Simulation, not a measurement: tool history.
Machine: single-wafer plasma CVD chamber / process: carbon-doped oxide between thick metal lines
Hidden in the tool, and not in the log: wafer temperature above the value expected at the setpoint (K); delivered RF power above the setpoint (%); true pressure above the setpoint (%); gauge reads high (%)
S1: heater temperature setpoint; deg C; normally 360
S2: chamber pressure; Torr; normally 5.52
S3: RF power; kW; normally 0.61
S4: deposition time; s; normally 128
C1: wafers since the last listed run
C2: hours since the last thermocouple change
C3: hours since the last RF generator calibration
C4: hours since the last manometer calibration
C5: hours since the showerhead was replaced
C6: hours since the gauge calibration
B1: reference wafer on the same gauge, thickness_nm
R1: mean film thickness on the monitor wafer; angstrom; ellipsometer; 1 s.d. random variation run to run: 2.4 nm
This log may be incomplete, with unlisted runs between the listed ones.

{"run": 1, "day": 0.0, "S1": 360, "S2": 6.59, "S3": 0.61, "S4": 128, "C1": 0, "C2": 1969.9, "C3": 2514.5, "C4": 1816.5, "C5": 7102.4, "C6": 14.5, "B1": 900.225, "R1": 7652.4}
{"run": 2, "day": 0.596, "S1": 360, "S2": 5.52, "S3": 0.61, "S4": 128, "C1": 98, "C2": 1984.2, "C3": 2528.8, "C4": 1830.8, "C5": 7116.7, "C6": 28.8, "B1": 899.969, "R1": 7627.31}
{"run": 3, "day": 0.996, "S1": 360, "S2": 5.52, "S3": 0.61, "S4": 128, "C1": 66, "C2": 1993.8, "C3": 2538.4, "C4": 1840.4, "C5": 7126.3, "C6": 38.4, "B1": 899.89, "R1": 7582.43}
{"run": 4, "day": 1.258, "S1": 360, "S2": 5.52, "S3": 0.61, "S4": 128, "C1": 43, "C2": 2000.1, "C3": 2544.7, "C4": 1846.7, "C5": 7132.6, "C6": 44.7, "B1": 899.788, "R1": 7617.99}
{"run": 5, "day": 1.6, "S1": 360, "S2": 6.5, "S3": 0.64, "S4": 128, "C1": 56, "C2": 2008.3, "C3": 2552.9, "C4": 1854.9, "C5": 7140.8, "C6": 52.9, "B1": 899.566, "R1": 7856.43}
{"run": 6, "day": 1.958, "S1": 360, "S2": 6.5, "S3": 0.64, "S4": 128, "C1": 59, "C2": 2016.9, "C3": 2561.5, "C4": 1863.5, "C5": 7149.4, "C6": 61.5, "B1": 899.823, "R1": 7858.7}
{"run": 7, "day": 2.675, "S1": 360, "S2": 6.5, "S3": 0.64, "S4": 128, "C1": 118, "C2": 2034.1, "C3": 2578.7, "C4": 1880.7, "C5": 7166.6, "C6": 78.7, "B1": 899.68, "R1": 7900.43}
{"run": 8, "day": 3.042, "S1": 367, "S2": 5.52, "S3": 0.61, "S4": 146, "C1": 60, "C2": 2042.9, "C3": 2587.5, "C4": 1889.5, "C5": 7175.4, "C6": 87.5, "B1": 899.451, "R1": 8546.7}
{"run": 9, "day": 3.333, "S1": 360, "S2": 5.52, "S3": 0.61, "S4": 142, "C1": 48, "C2": 2049.9, "C3": 2594.5, "C4": 1896.5, "C5": 7182.4, "C6": 94.5, "B1": 899.844, "R1": 8410.05}
{"day": 3.696, "done": "showerhead replaced"}
{"day": 3.729, "done": "RF generator calibrated"}
{"run": 10, "day": 3.833, "S1": 360, "S2": 5.52, "S3": 0.61, "S4": 121, "C1": 22, "C2": 2061.9, "C3": 2.5, "C4": 1908.5, "C5": 3.3, "C6": 106.5, "B1": 900.51, "R1": 7198}
{"run": 11, "day": 4.146, "S1": 360, "S2": 5.52, "S3": 0.61, "S4": 128, "C1": 51, "C2": 2069.4, "C3": 10, "C4": 1916, "C5": 10.8, "C6": 114, "B1": 900.449, "R1": 7616.7}
{"run": 12, "day": 4.521, "S1": 360, "S2": 6.5, "S3": 0.64, "S4": 128, "C1": 62, "C2": 2078.4, "C3": 19, "C4": 1925, "C5": 19.8, "C6": 123, "B1": 899.691, "R1": 7881.21}
{"run": 13, "day": 4.775, "S1": 349, "S2": 4.87, "S3": 0.61, "S4": 140, "C1": 42, "C2": 2084.5, "C3": 25.1, "C4": 1931.1, "C5": 25.9, "C6": 129.1, "B1": 899.65, "R1": 8467.13}
{"day": 5.225, "done": "thermocouple changed; heater temperature recalibrated"}
{"day": 6.0, "done": "capacitance manometer re-zeroed and calibrated"}
{"day": 6.083, "done": "gauge calibrated"}
{"run": 14, "day": 6.204, "S1": 347, "S2": 4.68, "S3": 0.53, "S4": 115, "C1": 126, "C2": 23.5, "C3": 59.4, "C4": 4.9, "C5": 60.2, "C6": 2.9, "B1": 900.306, "R1": 6480.74}
{"run": 15, "day": 6.95, "S1": 360, "S2": 5.52, "S3": 0.67, "S4": 144, "C1": 123, "C2": 41.4, "C3": 77.3, "C4": 22.8, "C5": 78.1, "C6": 20.8, "B1": 900.539, "R1": 9030.7}
{"run": 16, "day": 7.796, "S1": 360, "S2": 6.23, "S3": 0.61, "S4": 128, "C1": 139, "C2": 61.7, "C3": 97.6, "C4": 43.1, "C5": 98.4, "C6": 41.1, "B1": 899.531, "R1": 7622.9}

Hidden condition of the tool, last listed run before each entry between runs versus first listed run after:
In the gap between runs 9 and 10: showerhead replaced (day 3.696); RF generator calibrated (day 3.729)
  no difference in the tool's unlogged condition between these two runs
In the gap between runs 13 and 14: thermocouple changed; heater temperature recalibrated (day 5.225); capacitance manometer re-zeroed and calibrated (day 6); gauge calibrated (day 6.083)
  no difference in the tool's unlogged condition between these two runs
